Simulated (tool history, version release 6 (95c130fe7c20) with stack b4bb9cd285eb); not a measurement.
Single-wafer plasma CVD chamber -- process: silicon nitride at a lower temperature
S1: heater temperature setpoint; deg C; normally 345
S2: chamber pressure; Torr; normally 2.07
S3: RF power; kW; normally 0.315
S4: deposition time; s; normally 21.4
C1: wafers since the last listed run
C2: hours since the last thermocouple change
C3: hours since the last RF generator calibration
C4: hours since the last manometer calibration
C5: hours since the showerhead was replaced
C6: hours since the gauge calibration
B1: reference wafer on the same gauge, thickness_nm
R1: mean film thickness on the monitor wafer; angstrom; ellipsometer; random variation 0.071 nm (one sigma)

run   hour   S1    S2     S3    S4    C1      C2      C3      C4      C5     C6      B1      R1
  1    0.0  345  2.07  0.315  21.4     0  2222.5  1529.3  1409.1  5301.6   62.1  35.190  284.40
  2    9.8  345  2.07  0.315  21.4   312  2232.3  1539.1  1418.9  5311.4   71.9  35.166  283.70
  3   24.3  345  2.07  0.315  21.4   462  2246.8  1553.6  1433.4  5325.9   86.4  35.187  283.42
  4   39.6  345  2.07  0.315  21.4   488  2262.1  1568.9  1448.7  5341.2  101.7  35.200  283.61
  5   46.0  345  2.07  0.315  21.4   204  2268.5  1575.3  1455.1  5347.6  108.1  35.190  281.52
  6   53.3  345  2.20  0.360  21.4   232  2275.8  1582.6  1462.4  5354.9  115.4  35.190  326.63
  7  101.2  345  2.07  0.315  21.4  1528  2323.7  1630.5  1510.3  5402.8  163.3  35.204  280.55
  8  118.4  345  2.07  0.315  21.4   548  2340.9  1647.7  1527.5  5420.0  180.5  35.198  281.80
     129.1  -- showerhead replaced, of another model than before
     133.5  -- thermocouple changed; heater temperature recalibrated
  9  134.0  355  1.72  0.315  19.9   103     0.5  1663.3  1543.1     4.9  196.1  35.215  260.75
 10  137.4  351  2.07  0.315  21.4   108     3.9  1666.7  1546.5     8.3  199.5  35.195  290.65
     150.9  -- RF generator calibrated
 11  151.4  338  1.79  0.315  21.4   191    17.9     0.5  1560.5    22.3  213.5  35.213  293.79
 12  161.8  345  2.42  0.315  21.4   331    28.3    10.9  1570.9    32.7  223.9  35.201  312.43
     163.0  -- gauge calibrated
 13  177.5  345  2.48  0.345  25.2   501    44.0    26.6  1586.6    48.4   14.5  35.182  385.06
     188.0  -- capacitance manometer re-zeroed and calibrated
 14  226.4  336  2.34  0.315  19.1  1305    92.9    75.5    38.4    97.3   63.4  35.214  276.33
 15  234.7  359  2.21  0.315  19.6   264   101.2    83.8    46.7   105.6   71.7  35.188  278.95
 16  249.3  335  1.61  0.280  18.9   465   115.8    98.4    61.3   120.2   86.3  35.194  238.68
 17  265.4  345  2.07  0.315  21.4   513   131.9   114.5    77.4   136.3  102.4  35.206  301.97

The tool's hidden state at each run:
wafer temperature above the value expected at the setpoint (K): 0 on each run
true pressure above the setpoint (%): 0 on each run
gauge reads high (%): 0 on each run
H1: delivered RF power above the setpoint (%)
run      H1
  1    -5.9
  2   -5.97
  3   -6.07
  4   -6.18
  5   -6.22
  6   -6.27
  7   -6.62
  8   -6.75
  9   -6.86
 10   -6.89
 11  -0.147
 12  -0.147
 13  -0.148
 14   -0.16
 15  -0.163
 16  -0.169
 17  -0.176
